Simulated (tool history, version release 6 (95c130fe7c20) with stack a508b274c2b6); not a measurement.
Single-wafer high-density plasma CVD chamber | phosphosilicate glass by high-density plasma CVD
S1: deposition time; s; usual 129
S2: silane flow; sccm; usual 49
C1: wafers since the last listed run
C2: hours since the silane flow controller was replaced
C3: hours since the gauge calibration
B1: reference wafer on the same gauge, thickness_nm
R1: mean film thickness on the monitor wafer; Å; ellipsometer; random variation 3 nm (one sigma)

run	hour	S1	S2	C1	C2	C3	B1	R1
1	0	138	42	0	2810	195.9	617.272	5717.77
2	11.3	138	42	123	2821.3	207.2	617.343	5717.83
3	25.7	129	47	156	2835.7	221.6	617.854	6068.87
4	35.7	129	47	108	2845.7	231.6	617.673	6012.49
5	51.3	129	47	169	2861.3	247.2	616.745	6094.11
6	69.3	141	53	196	2879.3	265.2	618.848	7396.11
7	81.1	129	52	128	2891.1	277	618.935	6647.46
8	99.1	113	49	196	2909.1	295	618.14	5501.74
9	115.2	113	49	175	2925.2	311.1	617.844	5467.88
10	122.8	129	49	82	2932.8	318.7	618.916	6224.42
11	129.4	129	49	71	2939.4	325.3	616.782	6290.31
12	140	110	49	115	2950	335.9	619.295	5352.85
13	150.9	110	49	118	2960.9	346.8	618.68	5367.72
14	164.7	110	49	150	2974.7	360.6	618.078	5368.4
15	178.3	129	49	148	2988.3	374.2	617.464	6285.82
16	190.2	129	49	129	3000.2	386.1	619.18	6278.46
# hour 202.4: gauge calibrated
17	207.6	129	49	189	3017.6	5.2	617.213	6287.61
18	223.9	129	49	177	3033.9	21.5	618.7	6290.43
19	235.4	129	49	125	3045.4	33	618.73	6258.12
20	248.8	116	58	146	3058.8	46.4	618.25	6696.15
21	266.8	129	49	196	3076.8	64.4	618.149	6246.44
22	278.4	114	43	126	3088.4	76	618.89	4872.26
23	291.7	110	49	144	3101.7	89.3	616.49	5324.21
24	304.3	105	42	137	3114.3	101.9	618.81	4389.61
# hour 335.2: silane flow controller replaced
25	344.4	122	42	349	9.2	142	618.672	5109.6
26	352.4	144	58	87	17.2	150	619.14	8283.32
27	358.6	113	58	67	23.4	156.2	616.954	6463.2
28	364.6	129	54	65	29.4	162.2	618.117	6903.93
29	383.3	103	55	203	48.1	180.9	619.841	5666.52
30	389.5	129	41	67	54.3	187.1	618.42	5299.9
31	440.8	118	40	558	105.6	238.4	618.052	4680.01
32	454.3	129	49	147	119.1	251.9	619.351	6256.03
33	460.8	139	44	70	125.6	258.4	617.991	6124.75
34	466.9	142	43	66	131.7	264.5	617.74	6080.17
35	481.2	110	44	155	146	278.8	618.003	4838.25
36	491.3	118	40	110	156.1	288.9	617.98	4687.46
37	497.4	112	49	66	162.2	295	617.509	5417.43
38	513	146	42	169	177.8	310.6	618.94	6091.88

Forecast each of these 3 alternatives for the next run:
A	513.4	129	42	4	178.2	311	?	?
B	513.4	119	45	4	178.2	311	?	?
C	513.4	150	45	4	178.2	311	?	?

run	B1	R1
A	616.869	5410.13
B	616.869	5347.22
C	616.869	6740.2
Without the tool's hidden state the same runs would have given:
run	R1
A	5410.13
B	5347.22
C	6740.2

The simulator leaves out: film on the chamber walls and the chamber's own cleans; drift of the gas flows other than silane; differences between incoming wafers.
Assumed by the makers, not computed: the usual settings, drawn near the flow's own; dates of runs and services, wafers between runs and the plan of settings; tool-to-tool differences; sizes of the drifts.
